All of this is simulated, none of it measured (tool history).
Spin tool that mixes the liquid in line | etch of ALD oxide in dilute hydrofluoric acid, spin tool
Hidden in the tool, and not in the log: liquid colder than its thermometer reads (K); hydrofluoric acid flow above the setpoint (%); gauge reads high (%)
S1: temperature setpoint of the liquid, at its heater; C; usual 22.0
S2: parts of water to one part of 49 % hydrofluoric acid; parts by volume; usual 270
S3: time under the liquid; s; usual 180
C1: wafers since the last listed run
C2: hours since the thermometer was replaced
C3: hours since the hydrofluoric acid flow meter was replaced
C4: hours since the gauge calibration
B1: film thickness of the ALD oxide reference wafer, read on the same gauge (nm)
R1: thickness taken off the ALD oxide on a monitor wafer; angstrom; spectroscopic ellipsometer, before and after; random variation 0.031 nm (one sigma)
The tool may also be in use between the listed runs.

| run | hour | S1 | S2 | S3 | C1 | C2 | C3 | C4 | B1 | R1 |
|---|---|---|---|---|---|---|---|---|---|---|
| 1 | 0.0 | 22.0 | 230 | 180 | 0 | 2564.8 | 162.2 | 570.3 | 120.00 | 56.9 |
| 2 | 58.3 | 21.0 | 270 | 180 | 361 | 2623.1 | 220.5 | 628.6 | 120.01 | 44.9 |
| 3 | 89.3 | 21.0 | 270 | 180 | 192 | 2654.1 | 251.5 | 659.6 | 119.99 | 45.7 |
| 4 | 148.5 | 21.0 | 270 | 180 | 367 | 2713.3 | 310.7 | 718.8 | 120.01 | 45.9 |
| 5 | 207.2 | 20.5 | 300 | 180 | 364 | 2772.0 | 369.4 | 777.5 | 120.01 | 39.1 |
| 6 | 258.5 | 20.5 | 300 | 180 | 318 | 2823.3 | 420.7 | 828.8 | 120.00 | 39.4 |
| 7 | 318.2 | 20.5 | 300 | 180 | 370 | 2883.0 | 480.4 | 888.5 | 120.00 | 39.6 |
|  | 345.6 | thermometer replaced |
| 8 | 528.9 | 22.0 | 270 | 180 | 1300 | 183.3 | 691.1 | 1099.2 | 120.02 | 52.6 |
|  | 546.9 | gauge calibrated |
|  | 566.8 | hydrofluoric acid flow meter replaced |
| 9 | 592.5 | 22.0 | 270 | 180 | 388 | 246.9 | 25.7 | 45.6 | 120.00 | 48.4 |
| 10 | 637.2 | 22.0 | 335 | 255 | 277 | 291.6 | 70.4 | 90.3 | 120.02 | 53.0 |
| 11 | 695.0 | 25.5 | 270 | 270 | 358 | 349.4 | 128.2 | 148.1 | 119.99 | 84.5 |
| 12 | 819.0 | 20.0 | 150 | 265 | 769 | 473.4 | 252.2 | 272.1 | 119.99 | 137.1 |
| 13 | 881.3 | 22.0 | 205 | 270 | 386 | 535.7 | 314.5 | 334.4 | 120.00 | 104.6 |
| 14 | 939.8 | 22.0 | 270 | 180 | 362 | 594.2 | 373.0 | 392.9 | 120.01 | 50.2 |
| 15 | 999.5 | 20.0 | 270 | 180 | 370 | 653.9 | 432.7 | 452.6 | 120.01 | 47.0 |

Forecast each of these 4 alternatives for the next run:
| A | 1000.0 | 22.0 | 270 | 180 | 3 | 654.4 | 433.2 | 453.1 | ? | ? |
| B | 1000.0 | 22.0 | 370 | 180 | 3 | 654.4 | 433.2 | 453.1 | ? | ? |
| C | 1000.0 | 22.0 | 350 | 285 | 3 | 654.4 | 433.2 | 453.1 | ? | ? |
| D | 1000.0 | 20.0 | 330 | 105 | 3 | 654.4 | 433.2 | 453.1 | ? | ? |

| run | B1 | R1 |
|---|---|---|
| A | 120.01 | 50.1 |
| B | 120.01 | 33.5 |
| C | 120.01 | 57.0 |
| D | 120.01 | 21.1 |
Without the tool's hidden state the same runs would have given:
| run | R1 |
|---|---|
| A | 48.9 |
| B | 32.6 |
| C | 55.5 |
| D | 20.6 |
